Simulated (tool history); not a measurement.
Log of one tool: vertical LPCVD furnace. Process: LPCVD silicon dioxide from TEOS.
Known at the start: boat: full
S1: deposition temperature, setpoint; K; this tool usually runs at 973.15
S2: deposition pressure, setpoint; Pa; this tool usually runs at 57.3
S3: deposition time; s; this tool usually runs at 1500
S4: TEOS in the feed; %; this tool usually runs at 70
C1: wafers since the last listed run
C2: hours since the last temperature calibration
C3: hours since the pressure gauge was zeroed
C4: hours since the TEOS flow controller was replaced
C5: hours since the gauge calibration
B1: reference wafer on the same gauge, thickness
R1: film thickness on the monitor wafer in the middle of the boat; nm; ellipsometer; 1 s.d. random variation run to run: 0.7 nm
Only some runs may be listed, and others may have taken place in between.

Run 1, hour 0: usual settings but S1 969.15 K; C1 0; C2 4330; C3 2065.2; C4 6045.9; C5 207.8; B1 239.94. Result: R1 215.35 nm.
Run 2, hour 33.3: usual settings but S1 969.15 K; C1 325; C2 4363.3; C3 2098.5; C4 6079.2; C5 241.1; B1 239.83. Result: R1 214.77 nm.
Run 3, hour 66.3: usual settings but S3 1950 s; C1 322; C2 4396.3; C3 2131.5; C4 6112.2; C5 274.1; B1 239.64. Result: R1 305.72 nm.
Run 4, hour 81.8: usual settings but S3 1950 s; C1 151; C2 4411.8; C3 2147; C4 6127.7; C5 289.6; B1 239.94. Result: R1 306.97 nm.
Run 5, hour 109.6: usual settings but S3 1950 s; C1 272; C2 4439.6; C3 2174.8; C4 6155.5; C5 317.4; B1 240.06. Result: R1 307.13 nm.
Run 6, hour 144.8: usual settings; C1 344; C2 4474.8; C3 2210; C4 6190.7; C5 352.6; B1 239.97. Result: R1 234.71 nm.
Run 7, hour 161.6: usual settings but S1 969.15 K, S4 63 %; C1 164; C2 4491.6; C3 2226.8; C4 6207.5; C5 369.4; B1 239.96. Result: R1 204.21 nm.
Run 8, hour 244.1: usual settings but S1 969.15 K, S4 63 %; C1 807; C2 4574.1; C3 2309.3; C4 6290; C5 451.9; B1 239.95. Result: R1 204.6 nm.
Run 9, hour 259.7: usual settings but S2 68 Pa, S4 77 %; C1 152; C2 4589.7; C3 2324.9; C4 6305.6; C5 467.5; B1 240.02. Result: R1 269.86 nm.
Run 10, hour 291.9: usual settings but S2 68 Pa, S4 77 %; C1 315; C2 4621.9; C3 2357.1; C4 6337.8; C5 499.7; B1 239.71. Result: R1 270.61 nm.
At hour 338.1: pressure gauge zeroed.
Run 11, hour 338.6: usual settings but S2 68 Pa, S4 77 %; C1 222; C2 4668.6; C3 0.5; C4 6384.5; C5 546.4; B1 239.92. Result: R1 269.21 nm.
Run 12, hour 342.5: usual settings; C1 38; C2 4672.5; C3 4.4; C4 6388.4; C5 550.3; B1 240.06. Result: R1 236.47 nm.
Run 13, hour 367.8: usual settings; C1 247; C2 4697.8; C3 29.7; C4 6413.7; C5 575.6; B1 240.03. Result: R1 235.98 nm.
Run 14, hour 399.7: usual settings; C1 312; C2 4729.7; C3 61.6; C4 6445.6; C5 607.5; B1 240.39. Result: R1 236.93 nm.
Run 15, hour 423.7: usual settings but S4 60 %; C1 234; C2 4753.7; C3 85.6; C4 6469.6; C5 631.5; B1 240.27. Result: R1 219 nm.
Run 16, hour 452.2: usual settings; C1 278; C2 4782.2; C3 114.1; C4 6498.1; C5 660; B1 240.13. Result: R1 237.21 nm.
At hour 507.4: thermocouples replaced and temperature profile calibrated.
At hour 524.8: TEOS flow controller replaced.
Run 17, hour 525.3: usual settings but S1 963.15 K, S2 70 Pa, S3 1770 s, S4 76 %; C1 311; C2 17.9; C3 187.2; C4 0.5; C5 733.1; B1 239.97. Result: R1 229.47 nm.
Run 18, hour 588.9: usual settings but S3 2010 s, S4 62 %; C1 622; C2 81.5; C3 250.8; C4 64.1; C5 796.7; B1 239.81. Result: R1 271.19 nm.
Run 19, hour 622: usual settings but S2 66 Pa, S3 1020 s; C1 323; C2 114.6; C3 283.9; C4 97.2; C5 829.8; B1 240.27. Result: R1 156.68 nm.
At hour 625.6: gauge calibrated.
Run 20, hour 647.6: usual settings but S1 963.15 K, S3 1680 s; C1 250; C2 140.2; C3 309.5; C4 122.8; C5 22; B1 240.07. Result: R1 191.18 nm.
Run 21, hour 660.1: usual settings but S2 52 Pa; C1 122; C2 152.7; C3 322; C4 135.3; C5 34.5; B1 240.13. Result: R1 204.63 nm.
Run 22, hour 689.5: usual settings; C1 287; C2 182.1; C3 351.4; C4 164.7; C5 63.9; B1 240.03. Result: R1 215.92 nm.
Run 23, hour 723.9: usual settings; C1 336; C2 216.5; C3 385.8; C4 199.1; C5 98.3; B1 239.77. Result: R1 215.25 nm.
Run 24, hour 743.6: usual settings but S1 981.15 K, S2 44 Pa, S3 1830 s, S4 79 %; C1 192; C2 236.2; C3 405.5; C4 218.8; C5 118; B1 240.09. Result: R1 295.61 nm.
Run 25, hour 756.5: usual settings but S2 44.7 Pa; C1 126; C2 249.1; C3 418.4; C4 231.7; C5 130.9; B1 239.73. Result: R1 191.55 nm.
Run 26, hour 788.3: usual settings but S2 69.3 Pa, S4 63 %; C1 311; C2 280.9; C3 450.2; C4 263.5; C5 162.7; B1 239.87. Result: R1 226.88 nm.
Run 27, hour 800.3: usual settings; C1 117; C2 292.9; C3 462.2; C4 275.5; C5 174.7; B1 239.83. Result: R1 217.02 nm.
Run 28, hour 817.2: usual settings but S3 1740 s, S4 58 %; C1 165; C2 309.8; C3 479.1; C4 292.4; C5 191.6; B1 240.43. Result: R1 229.38 nm.
Run 29, hour 851.8: usual settings but S1 983.15 K, S2 68.7 Pa, S3 1890 s; C1 338; C2 344.4; C3 513.7; C4 327; C5 226.2; B1 239.86. Result: R1 377.16 nm.

Here are 4 independent what-if runs from the current tool condition. What would each one return?
Run A, hour 855.8: usual settings but S4 82 %; C1 39; C2 348.4; C3 517.7; C4 331; C5 230.2; B1 ?. Result: R1 ?.
Run B, hour 855.8: usual settings but S1 982.15 K, S2 64 Pa, S3 1020 s, S4 82 %; C1 39; C2 348.4; C3 517.7; C4 331; C5 230.2; B1 ?. Result: R1 ?.
Run C, hour 855.8: usual settings but S2 48 Pa, S3 1200 s, S4 58 %; C1 39; C2 348.4; C3 517.7; C4 331; C5 230.2; B1 ?. Result: R1 ?.
Run D, hour 855.8: usual settings but S1 962.15 K, S4 81 %; C1 39; C2 348.4; C3 517.7; C4 331; C5 230.2; B1 ?. Result: R1 ?.

run      B1      R1
  A  240.11  235.89
  B  240.11  208.46
  C  240.11  145.22
  D  240.11  181.07
What these runs would have given with no unlogged condition in the tool:
run      R1
  A  231.38
  B  204.55
  C  142.44
  D  177.53

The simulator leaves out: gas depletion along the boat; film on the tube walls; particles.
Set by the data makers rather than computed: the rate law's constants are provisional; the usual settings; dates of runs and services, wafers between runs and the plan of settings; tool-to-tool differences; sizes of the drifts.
